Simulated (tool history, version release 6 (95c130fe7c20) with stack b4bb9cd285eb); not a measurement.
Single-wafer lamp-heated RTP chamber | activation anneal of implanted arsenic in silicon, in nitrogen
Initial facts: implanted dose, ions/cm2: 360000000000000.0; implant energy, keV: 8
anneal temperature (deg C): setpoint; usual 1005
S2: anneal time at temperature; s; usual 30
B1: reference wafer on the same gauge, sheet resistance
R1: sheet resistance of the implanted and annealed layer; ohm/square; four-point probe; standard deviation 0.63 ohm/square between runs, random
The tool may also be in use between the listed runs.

{"run": 1, "hour": 0.0, "anneal temperature (deg C)": 1005, "S2": 30, "B1": 227.06, "R1": 267.42}
{"run": 2, "hour": 33.7, "anneal temperature (deg C)": 1023, "S2": 30, "B1": 226.96, "R1": 262.53}
{"run": 3, "hour": 48.1, "anneal temperature (deg C)": 1023, "S2": 30, "B1": 227.04, "R1": 262.39}
{"run": 4, "hour": 68.3, "anneal temperature (deg C)": 1023, "S2": 30, "B1": 226.9, "R1": 261.83}
{"run": 5, "hour": 100.4, "anneal temperature (deg C)": 1005, "S2": 30, "B1": 226.98, "R1": 268.7}
{"run": 6, "hour": 156.2, "anneal temperature (deg C)": 1005, "S2": 30, "B1": 227.1, "R1": 267.69}
{"hour": 179.5, "done": "reflector plate cleaned"}
{"run": 7, "hour": 180.0, "anneal temperature (deg C)": 1005, "S2": 30, "B1": 227.03, "R1": 266.75}
{"run": 8, "hour": 196.6, "anneal temperature (deg C)": 991, "S2": 30, "B1": 226.95, "R1": 272.48}
{"run": 9, "hour": 222.7, "anneal temperature (deg C)": 991, "S2": 30, "B1": 227.03, "R1": 272.43}
{"run": 10, "hour": 253.9, "anneal temperature (deg C)": 991, "S2": 30, "B1": 226.97, "R1": 272.07}
{"hour": 265.8, "done": "pyrometer window cleaned and pyrometer calibrated"}
{"run": 11, "hour": 276.9, "anneal temperature (deg C)": 1005, "S2": 47, "B1": 227.09, "R1": 262.06}
{"run": 12, "hour": 297.8, "anneal temperature (deg C)": 985, "S2": 45, "B1": 227.05, "R1": 269.18}
{"hour": 350.2, "done": "gauge calibrated"}
{"run": 13, "hour": 369.2, "anneal temperature (deg C)": 1005, "S2": 30, "B1": 226.95, "R1": 268.25}
{"run": 14, "hour": 389.8, "anneal temperature (deg C)": 1020, "S2": 37, "B1": 227.03, "R1": 259.5}
{"run": 15, "hour": 419.3, "anneal temperature (deg C)": 1023, "S2": 39, "B1": 227.06, "R1": 258.67}
{"run": 16, "hour": 453.7, "anneal temperature (deg C)": 1005, "S2": 42, "B1": 226.99, "R1": 263.42}
{"run": 17, "hour": 481.9, "anneal temperature (deg C)": 1005, "S2": 22, "B1": 227.03, "R1": 271.09}
{"run": 18, "hour": 494.1, "anneal temperature (deg C)": 990, "S2": 42, "B1": 226.96, "R1": 268.02}
{"run": 19, "hour": 523.3, "anneal temperature (deg C)": 986, "S2": 43, "B1": 226.94, "R1": 268.61}
{"run": 20, "hour": 551.7, "anneal temperature (deg C)": 1005, "S2": 30, "B1": 227.02, "R1": 267.33}

The tool's hidden state at each run:
true wafer temperature minus pyrometer reading, K: 0 in every run
wafer temperature error from the tarnished reflector plate, K: 0 in every run
gauge reads high (%): 0 in every run
